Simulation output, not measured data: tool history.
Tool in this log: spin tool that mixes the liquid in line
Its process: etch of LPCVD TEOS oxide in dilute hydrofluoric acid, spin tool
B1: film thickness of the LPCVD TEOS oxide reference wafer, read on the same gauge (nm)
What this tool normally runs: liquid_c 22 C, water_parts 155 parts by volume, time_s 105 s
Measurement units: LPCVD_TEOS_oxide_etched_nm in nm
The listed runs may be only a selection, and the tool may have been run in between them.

{"run": 1, "day": 0.0, "liquid_c": 22, "water_parts": 155, "time_s": 105, "B1": 50.04, "LPCVD_TEOS_oxide_etched_nm": 21.06}
{"run": 2, "day": 2.808, "liquid_c": 22, "water_parts": 155, "time_s": 105, "B1": 49.98, "LPCVD_TEOS_oxide_etched_nm": 21.14}
{"day": 3.383, "done": "thermometer replaced"}
{"run": 3, "day": 6.596, "liquid_c": 22, "water_parts": 155, "time_s": 105, "B1": 50.01, "LPCVD_TEOS_oxide_etched_nm": 20.35}
{"run": 4, "day": 10.592, "liquid_c": 22, "water_parts": 155, "time_s": 85, "B1": 49.98, "LPCVD_TEOS_oxide_etched_nm": 16.3}
{"run": 5, "day": 13.946, "liquid_c": 22, "water_parts": 155, "time_s": 85, "B1": 49.95, "LPCVD_TEOS_oxide_etched_nm": 16.4}
{"run": 6, "day": 17.871, "liquid_c": 22, "water_parts": 155, "time_s": 85, "B1": 50.01, "LPCVD_TEOS_oxide_etched_nm": 16.4}
{"run": 7, "day": 20.938, "liquid_c": 22, "water_parts": 155, "time_s": 105, "B1": 50.05, "LPCVD_TEOS_oxide_etched_nm": 20.36}
{"run": 8, "day": 22.904, "liquid_c": 22, "water_parts": 155, "time_s": 105, "B1": 50, "LPCVD_TEOS_oxide_etched_nm": 20.31}
{"run": 9, "day": 27.121, "liquid_c": 22, "water_parts": 155, "time_s": 105, "B1": 50.02, "LPCVD_TEOS_oxide_etched_nm": 20.52}
{"run": 10, "day": 29.246, "liquid_c": 22, "water_parts": 155, "time_s": 60, "B1": 50.04, "LPCVD_TEOS_oxide_etched_nm": 11.66}
{"run": 11, "day": 32.858, "liquid_c": 22, "water_parts": 155, "time_s": 60, "B1": 49.95, "LPCVD_TEOS_oxide_etched_nm": 11.65}
{"run": 12, "day": 36.754, "liquid_c": 22, "water_parts": 175, "time_s": 105, "B1": 49.98, "LPCVD_TEOS_oxide_etched_nm": 17.58}
{"run": 13, "day": 38.708, "liquid_c": 22, "water_parts": 175, "time_s": 105, "B1": 50.03, "LPCVD_TEOS_oxide_etched_nm": 17.67}
{"run": 14, "day": 40.467, "liquid_c": 22, "water_parts": 155, "time_s": 105, "B1": 49.99, "LPCVD_TEOS_oxide_etched_nm": 20.44}
{"run": 15, "day": 41.988, "liquid_c": 18.5, "water_parts": 100, "time_s": 55, "B1": 50, "LPCVD_TEOS_oxide_etched_nm": 15.2}
{"run": 16, "day": 44.742, "liquid_c": 25, "water_parts": 90, "time_s": 155, "B1": 50.01, "LPCVD_TEOS_oxide_etched_nm": 63.14}
{"day": 46.338, "done": "gauge calibrated"}
{"run": 17, "day": 49.142, "liquid_c": 22, "water_parts": 155, "time_s": 105, "B1": 49.98, "LPCVD_TEOS_oxide_etched_nm": 20.47}
{"run": 18, "day": 59.379, "liquid_c": 24.5, "water_parts": 100, "time_s": 155, "B1": 50.01, "LPCVD_TEOS_oxide_etched_nm": 55.34}
{"day": 61.817, "done": "hydrofluoric acid flow meter replaced"}
{"run": 19, "day": 63.854, "liquid_c": 19, "water_parts": 105, "time_s": 105, "B1": 49.98, "LPCVD_TEOS_oxide_etched_nm": 29.11}
{"day": 67.942, "done": "thermometer replaced"}
{"run": 20, "day": 68.158, "liquid_c": 26, "water_parts": 85, "time_s": 105, "B1": 50.03, "LPCVD_TEOS_oxide_etched_nm": 47.04}
{"run": 21, "day": 72.546, "liquid_c": 22, "water_parts": 155, "time_s": 105, "B1": 50.03, "LPCVD_TEOS_oxide_etched_nm": 20.16}
{"run": 22, "day": 76.233, "liquid_c": 22, "water_parts": 110, "time_s": 45, "B1": 49.99, "LPCVD_TEOS_oxide_etched_nm": 12.97}
{"run": 23, "day": 78.204, "liquid_c": 24.5, "water_parts": 190, "time_s": 135, "B1": 49.99, "LPCVD_TEOS_oxide_etched_nm": 22.74}
{"run": 24, "day": 81.45, "liquid_c": 22, "water_parts": 155, "time_s": 105, "B1": 50, "LPCVD_TEOS_oxide_etched_nm": 20.36}
{"run": 25, "day": 84.571, "liquid_c": 22, "water_parts": 155, "time_s": 105, "B1": 50.02, "LPCVD_TEOS_oxide_etched_nm": 20.29}
{"run": 26, "day": 89.05, "liquid_c": 22, "water_parts": 155, "time_s": 105, "B1": 49.98, "LPCVD_TEOS_oxide_etched_nm": 20.48}
{"run": 27, "day": 92.117, "liquid_c": 22, "water_parts": 155, "time_s": 105, "B1": 50.02, "LPCVD_TEOS_oxide_etched_nm": 20.55}
{"run": 28, "day": 95.608, "liquid_c": 22, "water_parts": 155, "time_s": 150, "B1": 49.98, "LPCVD_TEOS_oxide_etched_nm": 29.24}
{"run": 29, "day": 98.529, "liquid_c": 25, "water_parts": 130, "time_s": 105, "B1": 50.02, "LPCVD_TEOS_oxide_etched_nm": 28.2}
{"run": 30, "day": 102.888, "liquid_c": 19.5, "water_parts": 130, "time_s": 65, "B1": 49.99, "LPCVD_TEOS_oxide_etched_nm": 14.16}
{"run": 31, "day": 105.675, "liquid_c": 20.5, "water_parts": 120, "time_s": 130, "B1": 50.05, "LPCVD_TEOS_oxide_etched_nm": 32.01}
{"run": 32, "day": 110.033, "liquid_c": 26, "water_parts": 155, "time_s": 105, "B1": 50.02, "LPCVD_TEOS_oxide_etched_nm": 23.9}

Hidden state or all else? Some run-to-run changes of LPCVD_TEOS_oxide_etched_nm, split into what the settings, what came in and random variation would give without the hidden state, and what is left for the hidden state (with any gauge scatter that isn't in both results):
What the log doesn't record here: liquid hotter than its thermometer reads (K); hydrofluoric acid flow below the setpoint (%); gauge reads high (%).
Run 2 -> 3: thermometer replaced. LPCVD_TEOS_oxide_etched_nm -0.79 nm: hidden state -0.88, all else +0.09.
Run 15 -> 16: liquid_c 18.5 -> 25, water_parts 100 -> 90, time_s 55 -> 155. LPCVD_TEOS_oxide_etched_nm +47.94 nm: hidden state +0.52, all else +47.42.
Run 16 -> 17: liquid_c 25 -> 22, water_parts 90 -> 155, time_s 155 -> 105, gauge calibrated. LPCVD_TEOS_oxide_etched_nm -42.67 nm: hidden state -0.46, all else -42.21.
Run 17 -> 18: liquid_c 22 -> 24.5, water_parts 155 -> 100, time_s 105 -> 155. LPCVD_TEOS_oxide_etched_nm +34.87 nm: hidden state +0.65, all else +34.22.
Run 19 -> 20: liquid_c 19 -> 26, water_parts 105 -> 85, thermometer replaced. LPCVD_TEOS_oxide_etched_nm +17.93 nm: hidden state -1.12, all else +19.05.
